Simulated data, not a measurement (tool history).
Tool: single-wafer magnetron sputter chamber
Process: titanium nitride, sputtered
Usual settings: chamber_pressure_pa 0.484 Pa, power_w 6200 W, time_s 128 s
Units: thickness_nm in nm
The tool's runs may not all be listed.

run,hour,chamber_pressure_pa,power_w,time_s,wafers since the last listed run,wafers on the sputter target,hours since the last manometer calibration,hours since the magnet pack was replaced,hours since the gauge calibration,"read-back reference wafer on the same gauge, thickness_nm",thickness_nm
1,0.0,0.609,6200,122,0,1449,1630.7,8081.5,250.9,169.991,130.340
2,53.9,0.609,6200,122,610,2060,1684.6,8135.4,304.8,170.052,130.194
3,125.0,0.609,6200,122,805,2866,1755.7,8206.5,375.9,170.025,130.049
4,202.0,0.484,6750,114,872,3738,1832.7,8283.5,452.9,170.048,136.221
5,289.3,0.484,6200,128,989,4727,1920.0,8370.8,540.2,170.032,140.966
6,325.6,0.484,6200,128,411,5139,1956.3,8407.1,576.5,169.992,140.179
7,396.0,0.484,6200,128,797,5937,2026.7,8477.5,646.9,170.059,140.349
8,435.5,0.484,6200,128,447,6384,2066.2,8517.0,686.4,169.997,139.747
9,473.1,0.484,6200,122,426,6810,2103.8,8554.6,724.0,170.036,133.441
# hour 522.5: sputter target and shields replaced
10,539.7,0.484,6200,128,664,195,2170.4,8621.2,790.6,170.053,142.568
11,577.8,0.484,5600,154,431,626,2208.5,8659.3,828.7,169.990,155.450
12,637.3,0.677,5650,135,674,1301,2268.0,8718.8,888.2,170.005,129.446
13,687.7,0.301,6200,150,571,1872,2318.4,8769.2,938.6,169.982,176.602
14,717.8,0.484,6200,128,341,2213,2348.5,8799.3,968.7,170.003,141.700
15,752.6,0.484,5400,128,394,2607,2383.3,8834.1,1003.5,170.074,124.393
16,810.3,0.373,5700,139,653,3261,2441.0,8891.8,1061.2,170.024,146.856
17,857.0,0.590,6200,120,529,3790,2487.7,8938.5,1107.9,169.995,128.466
# hour 882.4: capacitance manometer re-zeroed and calibrated
18,901.3,0.484,6200,120,411,4202,18.9,8982.8,1152.2,169.953,132.503
19,945.4,0.315,4800,141,499,4702,63.0,9026.9,1196.3,170.044,127.599
# hour 1012.6: magnet pack replaced, of another model than before
20,1013.1,0.422,6600,138,676,5378,130.7,0.5,1264.0,170.055,165.869
# hour 1020.9: gauge calibrated
21,1051.7,0.484,5150,137,437,5816,169.3,39.1,30.8,169.935,125.599
22,1085.3,0.543,6200,128,380,6196,202.9,72.7,64.4,169.961,137.247
# hour 1098.5: sputter target and shields replaced
23,1154.3,0.321,5050,151,691,632,271.9,141.7,133.4,169.954,147.870
24,1209.2,0.302,4900,115,622,1254,326.8,196.6,188.3,170.006,110.280
25,1246.6,0.312,6850,147,423,1678,364.2,234.0,225.7,170.023,194.022
26,1293.4,0.484,5250,128,530,2208,411.0,280.8,272.5,169.977,121.302
27,1332.0,0.484,6200,118,437,2646,449.6,319.4,311.1,170.094,130.964
28,1385.3,0.347,6950,119,604,3250,502.9,372.7,364.4,170.020,155.702
29,1455.8,0.656,6200,128,798,4049,573.4,443.2,434.9,169.986,131.924
30,1653.2,0.604,4800,116,2237,6286,770.8,640.6,632.3,169.986,94.463
31,1722.3,0.484,6200,128,783,7069,839.9,709.7,701.4,170.050,140.040
# hour 1736.8: sputter target and shields replaced
32,1756.2,0.484,6200,128,293,219,873.8,743.6,735.3,170.061,143.014
33,1808.1,0.484,6200,128,588,807,925.7,795.5,787.2,170.059,143.133

Measured less the same run without the tool's hidden state. The same run-to-run variation is in both; the gauge's scatter may not be:
The hidden state here: deposition rate above that of a new target (%); true argon pressure above the setpoint (%); gauge reads high (%).
run,thickness_nm
1,-1.073
2,-1.335
3,-1.681
4,-2.157
5,-2.700
6,-2.879
7,-3.262
8,-3.461
9,-3.498
10,-0.318
11,-0.566
12,-0.757
13,-1.363
14,-1.254
15,-1.263
16,-1.809
17,-1.808
18,-2.088
19,-2.224
20,-3.320
21,-2.699
22,-3.126
23,-0.321
24,-0.464
25,-1.085
26,-0.890
27,-1.149
28,-1.677
29,-1.771
30,-1.977
31,-3.303
32,-0.216
33,-0.491
